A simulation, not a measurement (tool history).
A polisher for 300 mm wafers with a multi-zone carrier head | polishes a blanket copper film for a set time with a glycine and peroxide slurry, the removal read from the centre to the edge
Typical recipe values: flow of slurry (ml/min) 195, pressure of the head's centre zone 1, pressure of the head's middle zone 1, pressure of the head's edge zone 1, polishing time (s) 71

run	hour	flow of slurry (ml/min)	pressure of the head's centre zone	pressure of the head's middle zone	pressure of the head's edge zone	polishing time (s)	wafers since the last listed run	wafers polished on this pad	hours since the slurry nozzle was cleaned	hours since the centre zone pressure was calibrated	hours since the edge zone pressure was calibrated	hours since the carrier head's membrane was replaced	incoming thickness of the incoming film, nm	film removed at the wafer's centre (nm)	film removed at mid-radius (nm)	film removed at the wafer's edge (nm)
1	0	140	1	0.93	1	62	0	5773	351.8	907.6	672.9	521.9	1461	336.8	318.7	332.6
2	94.7	195	1	1	1	82	1038	6812	446.5	1002.3	767.6	616.6	1451.6	462.8	472.9	458.2
# hour 121.1: edge zone pressure recalibrated
3	152.3	195	1	1.08	0.96	57	609	7422	504.1	1059.9	31.2	674.2	1474.5	322	338.5	305.6
# hour 158.8: carrier head's membrane replaced by a new one
4	188.8	195	1	0.9	1.05	71	345	7767	540.6	1096.4	67.7	30	1474.8	389.5	368	395.5
# hour 220.1: worn pad replaced by a new one, of another model than before
# hour 275.6: slurry nozzle cleaned
5	279.1	135	1.04	0.94	1	71	935	635	3.5	1186.7	158	120.3	1448.2	405.1	379.9	396.9
6	386.1	195	1	1	1.09	60	1173	1809	110.5	1293.7	265	227.3	1467.3	373.2	379.1	377.3
# hour 428.5: centre zone pressure recalibrated
7	438.2	195	1	1	1	71	549	2359	162.6	9.7	317.1	279.4	1455.7	438.5	438.2	430.8
8	478.7	130	1	1.1	0.91	71	444	2803	203.1	50.2	357.6	319.9	1458.9	366.4	409.5	368.4
9	573.1	195	1	1	1	79	1035	3839	297.5	144.6	452	414.3	1460.9	459.7	480.4	462.1
10	627.1	195	1	1	0.9	71	592	4431	351.5	198.6	506	468.3	1463.1	417.5	434.6	404.8
11	695.5	150	1	1	0.89	58	750	5181	419.9	267	574.4	536.7	1434.1	309	317.8	302.7
# hour 753.3: carrier head's membrane replaced by a new one
12	768.7	195	0.92	1.11	0.88	94	748	5930	493.1	340.2	647.6	15.4	1450.4	493.6	601.7	494.7
13	810.9	195	1	1	1	71	462	6393	535.3	382.4	689.8	57.6	1454.7	393.7	414.7	407.3
14	857.2	195	1	1	1	71	507	6900	581.6	428.7	736.1	103.9	1462.7	400.4	402	400.6
# hour 895.8: worn pad replaced by a new one
# hour 915.4: slurry nozzle cleaned
# hour 949.1: edge zone pressure recalibrated
15	964	255	1.1	1	1	88	1094	715	48.6	535.5	14.9	210.7	1456.8	655.5	584.8	562.9
16	1069.3	195	1	1	1	71	1155	1870	153.9	640.8	120.2	316	1461.8	433.8	442.4	438.5
17	1136.6	195	1	1	1	93	738	2608	221.2	708.1	187.5	383.3	1479	568.2	579.5	561
18	1180.8	195	1	1	1	71	484	3093	265.4	752.3	231.7	427.5	1480.4	432	436.2	422.2
19	1244.2	195	1	1	1	71	695	3789	328.8	815.7	295.1	490.9	1457.2	423.3	423.6	415.9
# hour 1349.6: carrier head's membrane replaced by a new one
20	1350.1	245	0.97	1	0.91	71	1106	4896	434.7	921.6	401	0.5	1452.9	419.5	452.3	406.9
21	1426.2	175	1.11	1	0.92	54	834	5730	510.8	997.7	477.1	76.6	1450.7	340.3	314	299.8

Branching from run 21: 5 alternative next runs. What would each branch give?
A	1426.6	195	1	1	0.92	71	4	5735	511.2	998.1	477.5	77	1484.2	?	?	?
B	1426.6	155	1	0.88	1.08	71	4	5735	511.2	998.1	477.5	77	1484.2	?	?	?
C	1426.6	145	1	1.11	1	71	4	5735	511.2	998.1	477.5	77	1484.2	?	?	?
D	1426.6	135	1	0.9	1	71	4	5735	511.2	998.1	477.5	77	1484.2	?	?	?
E	1426.6	195	1.1	1	0.93	88	4	5735	511.2	998.1	477.5	77	1484.2	?	?	?

run	film removed at the wafer's centre (nm)	film removed at mid-radius (nm)	film removed at the wafer's edge (nm)
A	403.4	420.3	396.7
B	375.3	354.4	410
C	365.4	420.3	386.6
D	351.8	341	379.2
E	550.1	520.6	494.1
With no hidden state in the tool, these same runs would have given:
run	film removed at the wafer's centre (nm)	film removed at mid-radius (nm)	film removed at the wafer's edge (nm)
A	450.4	469.2	442.9
B	419	395.6	457.7
C	407.9	469.2	431.6
D	392.7	380.7	423.4
E	614.1	581.2	551.6

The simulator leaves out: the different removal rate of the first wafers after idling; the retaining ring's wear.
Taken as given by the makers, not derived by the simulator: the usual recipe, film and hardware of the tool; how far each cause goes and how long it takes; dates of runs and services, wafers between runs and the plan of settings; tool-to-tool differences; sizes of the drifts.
